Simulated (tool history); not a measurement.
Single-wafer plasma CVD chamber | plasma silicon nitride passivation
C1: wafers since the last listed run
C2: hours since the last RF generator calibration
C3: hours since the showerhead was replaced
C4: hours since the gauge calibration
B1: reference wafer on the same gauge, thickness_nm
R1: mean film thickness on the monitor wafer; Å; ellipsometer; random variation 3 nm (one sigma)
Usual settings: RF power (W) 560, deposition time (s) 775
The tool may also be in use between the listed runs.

Run 1, day 0: usual settings; C1 0; C2 1064.9; C3 3992.4; C4 388.9; B1 1139.732. Result: R1 11894.52 Å.
Run 2, day 0.975: usual settings; C1 47; C2 1088.3; C3 4015.8; C4 412.3; B1 1138.454. Result: R1 11862.64 Å.
Run 3, day 1.733: usual settings; C1 36; C2 1106.5; C3 4034; C4 430.5; B1 1140.089. Result: R1 11866.91 Å.
Run 4, day 3.225: usual settings but deposition time (s) 672; C1 72; C2 1142.3; C3 4069.8; C4 466.3; B1 1140.456. Result: R1 10304.48 Å.
Run 5, day 4.071: usual settings; C1 40; C2 1162.6; C3 4090.1; C4 486.6; B1 1139.629. Result: R1 11878.79 Å.
Run 6, day 4.621: usual settings; C1 26; C2 1175.8; C3 4103.3; C4 499.8; B1 1139.992. Result: R1 11875.87 Å.
Run 7, day 5.65: usual settings; C1 49; C2 1200.5; C3 4128; C4 524.5; B1 1139.61. Result: R1 11929.54 Å.
Run 8, day 6.592: usual settings; C1 45; C2 1223.1; C3 4150.6; C4 547.1; B1 1139.735. Result: R1 11862.43 Å.
Run 9, day 7.183: usual settings; C1 28; C2 1237.3; C3 4164.8; C4 561.3; B1 1139.628. Result: R1 11883.56 Å.
Run 10, day 11.667: usual settings; C1 216; C2 1344.9; C3 4272.4; C4 668.9; B1 1139.863. Result: R1 11901.1 Å.
Run 11, day 12.438: usual settings but deposition time (s) 877; C1 37; C2 1363.4; C3 4290.9; C4 687.4; B1 1140.684. Result: R1 13428.22 Å.
Run 12, day 13.5: usual settings but deposition time (s) 877; C1 51; C2 1388.9; C3 4316.4; C4 712.9; B1 1140.031. Result: R1 13428.54 Å.
Run 13, day 14.3: usual settings but deposition time (s) 877; C1 38; C2 1408.1; C3 4335.6; C4 732.1; B1 1140.302. Result: R1 13430.47 Å.
Run 14, day 15.421: usual settings; C1 54; C2 1435; C3 4362.5; C4 759; B1 1137.984. Result: R1 11881.93 Å.
Run 15, day 16.108: usual settings; C1 33; C2 1451.5; C3 4379; C4 775.5; B1 1138.734. Result: R1 11901.9 Å.
Run 16, day 17.35: usual settings; C1 59; C2 1481.3; C3 4408.8; C4 805.3; B1 1139.765. Result: R1 11854.39 Å.
Run 17, day 18.146: usual settings; C1 38; C2 1500.4; C3 4427.9; C4 824.4; B1 1140.901. Result: R1 11894.2 Å.
Run 18, day 19.308: usual settings but deposition time (s) 695; C1 56; C2 1528.3; C3 4455.8; C4 852.3; B1 1139.253. Result: R1 10649.35 Å.
Run 19, day 20.175: usual settings; C1 41; C2 1549.1; C3 4476.6; C4 873.1; B1 1140.098. Result: R1 11839.65 Å.
At day 20.804: RF generator calibrated.
Run 20, day 20.825: usual settings but RF power (W) 670, deposition time (s) 888; C1 15; C2 0.5; C3 4492.2; C4 888.7; B1 1140.501. Result: R1 14430.41 Å.
Run 21, day 23.212: usual settings but RF power (W) 620, deposition time (s) 713; C1 115; C2 57.8; C3 4549.5; C4 946; B1 1139.161. Result: R1 11357.18 Å.
Run 22, day 23.938: usual settings but RF power (W) 505, deposition time (s) 692; C1 35; C2 75.2; C3 4566.9; C4 963.4; B1 1139.775. Result: R1 10483.11 Å.
Run 23, day 25.354: usual settings; C1 68; C2 109.2; C3 4600.9; C4 997.4; B1 1140.37. Result: R1 12029.36 Å.
At day 27.879: gauge calibrated.
Run 24, day 29.117: usual settings; C1 181; C2 199.5; C3 4691.2; C4 29.7; B1 1140.869. Result: R1 11936.13 Å.
Run 25, day 30.267: usual settings but RF power (W) 495, deposition time (s) 814; C1 55; C2 227.1; C3 4718.8; C4 57.3; B1 1138.699. Result: R1 12225.7 Å.
Run 26, day 31.483: usual settings but RF power (W) 470, deposition time (s) 835; C1 58; C2 256.3; C3 4748; C4 86.5; B1 1139.946. Result: R1 12402.53 Å.
At day 32.208: showerhead replaced.
Run 27, day 32.375: usual settings but deposition time (s) 926; C1 26; C2 277.7; C3 4; C4 107.9; B1 1139.038. Result: R1 14327.15 Å.
Run 28, day 33.746: usual settings but deposition time (s) 865; C1 66; C2 310.6; C3 36.9; C4 140.8; B1 1140.623. Result: R1 13371.4 Å.
Run 29, day 34.896: usual settings but RF power (W) 480, deposition time (s) 644; C1 55; C2 338.2; C3 64.5; C4 168.4; B1 1139.758. Result: R1 9588.36 Å.
Run 30, day 36.029: usual settings but RF power (W) 660, deposition time (s) 825; C1 54; C2 365.4; C3 91.7; C4 195.6; B1 1140.805. Result: R1 13263.65 Å.
Run 31, day 37.238: usual settings but RF power (W) 620; C1 58; C2 394.4; C3 120.7; C4 224.6; B1 1138.886. Result: R1 12228.62 Å.
Run 32, day 37.746: usual settings but RF power (W) 600, deposition time (s) 641; C1 24; C2 406.6; C3 132.9; C4 236.8; B1 1141.486. Result: R1 10010.23 Å.
Run 33, day 38.933: usual settings but RF power (W) 470, deposition time (s) 835; C1 57; C2 435.1; C3 161.4; C4 265.3; B1 1140.34. Result: R1 12325.28 Å.
Run 34, day 39.783: usual settings but RF power (W) 640, deposition time (s) 714; C1 41; C2 455.5; C3 181.8; C4 285.7; B1 1139.525. Result: R1 11358.5 Å.
Run 35, day 41.075: usual settings but RF power (W) 630, deposition time (s) 696; C1 62; C2 486.5; C3 212.8; C4 316.7; B1 1140.689. Result: R1 10962.48 Å.

Hidden state or all else? Some run-to-run changes of R1, split into what the settings, what came in and random variation would give without the hidden state, and what is left for the hidden state (with any gauge scatter that isn't in both results):
The hidden state here: delivered RF power above the setpoint (%); gauge reads high (%).
Run 19 -> 20: RF power (W) 560 -> 670, deposition time (s) 775 -> 888, RF generator calibrated. R1 +2590.76 Å: hidden state +167.47, all else +2423.29.
Run 20 -> 21: RF power (W) 670 -> 620, deposition time (s) 888 -> 713. R1 -3073.23 Å: hidden state -15.59, all else -3057.64.
Run 28 -> 29: RF power (W) 560 -> 480, deposition time (s) 865 -> 644. R1 -3783.04 Å: hidden state +30.27, all else -3813.31.
Run 29 -> 30: RF power (W) 480 -> 660, deposition time (s) 644 -> 825. R1 +3675.29 Å: hidden state -41.57, all else +3716.86.
